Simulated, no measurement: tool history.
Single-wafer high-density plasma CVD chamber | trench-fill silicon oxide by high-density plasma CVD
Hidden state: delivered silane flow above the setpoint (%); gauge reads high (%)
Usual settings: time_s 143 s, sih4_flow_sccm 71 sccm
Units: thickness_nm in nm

run   hour  time_s  sih4_flow_sccm  wafers since the last listed run  hours since the silane flow controller was replaced  hours since the gauge calibration  read-back reference wafer on the same gauge, thickness_nm  thickness_nm
  1      0     143              71                                 0                                               3876.3                                255                                                    954.073        970.32
  2  170.8     143              61                              2054                                               4047.1                              425.8                                                    954.564       848.134
  3    234     143              61                               760                                               4110.3                                489                                                    954.422       846.651
     262.9  -- gauge calibrated
  4  305.6     143              61                               861                                               4181.9                               42.7                                                    954.014       853.025
  5  339.7     130              61                               410                                                 4216                               76.8                                                    953.677       771.897
  6  389.2     143              71                               595                                               4265.5                              126.3                                                    953.527        973.38
  7  419.4     157              71                               363                                               4295.7                              156.5                                                    953.959      1068.835
     432.7  -- silane flow controller replaced
  8  458.1     157              71                               369                                                 25.4                              195.2                                                    954.134       960.367
  9  497.4     143              76                               472                                                 64.7                              234.5                                                     953.43        933.28
     537.5  -- silane flow controller replaced, repeated, since the last time left the tool worse
 10    538     143              76                               392                                                  0.5                              275.1                                                    954.123       995.691
 11  587.2     157              71                               591                                                 49.7                              324.3                                                     953.29      1029.705
 12  643.7     171              71                               679                                                106.2                              380.8                                                    953.753      1124.422
 13  686.8     143              61                               518                                                149.3                              423.9                                                    953.752        821.23
 14  730.3     125              60                               523                                                192.8                              467.4                                                    953.947       708.682
 15  789.8     163              67                               715                                                252.3                              526.9                                                    953.664      1020.434
     791.5  -- gauge calibrated
 16  817.8     155              84                               336                                                280.3                               26.3                                                    953.296      1191.013

What the log doesn't show, run by run:
gauge reads high (%): 0 in every run
H1: delivered silane flow above the setpoint (%)
run       H1
  1     3.81
  2     3.85
  3     3.86
  4     3.88
  5     3.89
  6      3.9
  7      3.9
  8    -7.74
  9    -7.64
 10   -0.418
 11   -0.295
 12   -0.158
 13  -0.0572
 14   0.0423
 15    0.174
 16    0.235
